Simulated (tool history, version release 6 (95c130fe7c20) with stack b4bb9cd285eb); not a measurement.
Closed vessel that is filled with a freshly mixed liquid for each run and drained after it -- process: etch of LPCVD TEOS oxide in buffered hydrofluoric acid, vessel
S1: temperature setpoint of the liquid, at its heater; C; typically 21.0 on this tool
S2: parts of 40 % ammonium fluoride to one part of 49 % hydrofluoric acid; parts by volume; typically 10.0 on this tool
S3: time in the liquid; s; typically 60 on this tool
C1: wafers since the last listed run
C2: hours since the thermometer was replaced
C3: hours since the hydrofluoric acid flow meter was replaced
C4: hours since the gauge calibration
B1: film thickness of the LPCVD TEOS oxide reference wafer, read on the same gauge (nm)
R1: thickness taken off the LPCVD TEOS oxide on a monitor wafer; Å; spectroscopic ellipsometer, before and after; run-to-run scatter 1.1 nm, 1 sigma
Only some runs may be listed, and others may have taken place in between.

run	hour	S1	S2	S3	C1	C2	C3	C4	B1	R1
1	0.0	21.0	10.0	60	0	1430.6	753.7	879.1	120.00	1311.2
2	53.1	21.0	10.0	60	7073	1483.7	806.8	932.2	119.98	1301.3
3	85.5	21.0	10.0	60	4315	1516.1	839.2	964.6	119.99	1289.8
4	118.8	21.0	10.0	60	4435	1549.4	872.5	997.9	119.99	1309.9
5	187.9	21.0	10.0	60	9204	1618.5	941.6	1067.0	119.98	1283.7
6	225.0	21.0	11.0	60	4941	1655.6	978.7	1104.1	120.00	1169.9
7	291.2	21.0	11.0	60	8818	1721.8	1044.9	1170.3	120.01	1193.7
8	335.7	21.0	10.0	60	5927	1766.3	1089.4	1214.8	120.02	1289.4
# hour 381.4: gauge calibrated
9	386.8	21.0	10.0	60	6806	1817.4	1140.5	5.4	120.02	1290.1
10	418.2	21.0	10.0	60	4182	1848.8	1171.9	36.8	119.99	1271.0
11	477.6	21.0	10.0	60	7912	1908.2	1231.3	96.2	119.99	1280.4
12	502.6	21.0	10.0	60	3330	1933.2	1256.3	121.2	120.00	1276.2
13	540.4	21.0	10.0	60	5035	1971.0	1294.1	159.0	120.01	1267.9
14	586.6	21.0	10.0	60	6153	2017.2	1340.3	205.2	120.00	1267.1
15	643.4	21.0	10.0	60	7565	2074.0	1397.1	262.0	119.99	1263.4
16	679.2	21.0	9.0	60	4768	2109.8	1432.9	297.8	120.01	1355.5
# hour 725.0: thermometer replaced
17	741.1	17.5	10.0	60	8112	16.1	1494.8	359.7	120.00	1165.8
18	765.6	21.0	10.0	60	3263	40.6	1519.3	384.2	120.03	1404.1
19	828.5	17.0	10.0	85	8378	103.5	1582.2	447.1	120.01	1613.0
20	894.6	25.5	10.0	60	8804	169.6	1648.3	513.2	120.01	1842.9
21	1013.2	22.5	10.0	60	15797	288.2	1766.9	631.8	120.01	1525.4
22	1069.6	18.5	7.5	70	7512	344.6	1823.3	688.2	120.02	1826.9
23	1124.5	21.0	10.0	60	7312	399.5	1878.2	743.1	119.99	1373.5
24	1148.6	21.0	6.5	95	3210	423.6	1902.3	767.2	120.02	3326.1
25	1325.8	24.0	7.0	80	23603	600.8	2079.5	944.4	120.00	3085.4
26	1366.3	21.0	10.0	95	5394	641.3	2120.0	984.9	120.02	2171.1
# hour 1367.6: gauge calibrated
# hour 1371.9: hydrofluoric acid flow meter replaced
27	1427.1	21.0	10.0	60	7965	702.1	55.2	59.5	119.97	1367.6
28	1467.7	21.0	10.0	60	5408	742.7	95.8	100.1	120.01	1367.1
29	1533.9	18.5	8.0	60	8818	808.9	162.0	166.3	119.99	1439.7
30	1570.0	21.0	11.0	30	4808	845.0	198.1	202.4	119.99	611.8
31	1618.4	19.5	13.5	30	6447	893.4	246.5	250.8	119.99	471.2
32	1806.4	21.0	10.0	35	25042	1081.4	434.5	438.8	120.00	781.3

State the hidden condition of the tool at each of the runs:
hydrofluoric acid flow below the setpoint (%): 0 at every run
gauge reads high (%): 0 at every run
H1: liquid colder than its thermometer reads (K)
run	H1
1	1.58
2	1.64
3	1.67
4	1.7
5	1.78
6	1.81
7	1.88
8	1.93
9	1.98
10	2.01
11	2.07
12	2.1
13	2.14
14	2.18
15	2.24
16	2.28
17	0.102
18	0.127
19	0.192
20	0.259
21	0.381
22	0.439
23	0.495
24	0.519
25	0.701
26	0.742
27	0.805
28	0.846
29	0.914
30	0.951
31	1
32	1.19
